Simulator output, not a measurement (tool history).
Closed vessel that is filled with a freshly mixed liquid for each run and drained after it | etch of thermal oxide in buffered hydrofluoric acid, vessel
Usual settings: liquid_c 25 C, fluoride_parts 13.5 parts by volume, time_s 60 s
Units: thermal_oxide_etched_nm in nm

run	day	liquid_c	fluoride_parts	time_s	wafers since the last listed run	hours since the thermometer was replaced	hours since the hydrofluoric acid flow meter was replaced	hours since the gauge calibration	read-back film thickness of the thermal oxide reference wafer, read on the same gauge (nm)	thermal_oxide_etched_nm
1	0	25	13.5	60	0	1735	2235.3	103.1	70.02	50.84
2	0.338	25	13.5	60	563	1743.1	2243.4	111.2	70.01	50.5
3	0.946	25	13.5	60	1015	1757.7	2258	125.8	69.99	51.25
4	1.392	25	12.5	60	744	1768.4	2268.7	136.5	70.01	55.04
5	1.821	25	12.5	60	716	1778.7	2279	146.8	70.03	54.38
6	2.471	25	12.5	60	1084	1794.3	2294.6	162.4	70	55.19
7	2.725	23.5	13.5	75	424	1800.4	2300.7	168.5	69.98	58.82
8	3.104	23.5	13.5	40	632	1809.5	2309.8	177.6	70.01	31.37
9	3.567	25	13.5	60	771	1820.6	2320.9	188.7	69.99	51.37
10	4.108	28.5	13.5	60	904	1833.6	2333.9	201.7	70	61.06
11	4.533	23.5	13.5	50	709	1843.8	2344.1	211.9	70.01	39.3

Run 12 comes next. What will it give?
# day 4.646: hydrofluoric acid flow meter replaced
12	4.971	25	13.5	60	660	1854.3	7.8	222.4	?	?

{"run 12": {"read-back film thickness of the thermal oxide reference wafer, read on the same gauge (nm)": 70, "thermal_oxide_etched_nm": 50.97}}
Without the tool's hidden state the same run would have given thermal_oxide_etched_nm 50.97 nm.

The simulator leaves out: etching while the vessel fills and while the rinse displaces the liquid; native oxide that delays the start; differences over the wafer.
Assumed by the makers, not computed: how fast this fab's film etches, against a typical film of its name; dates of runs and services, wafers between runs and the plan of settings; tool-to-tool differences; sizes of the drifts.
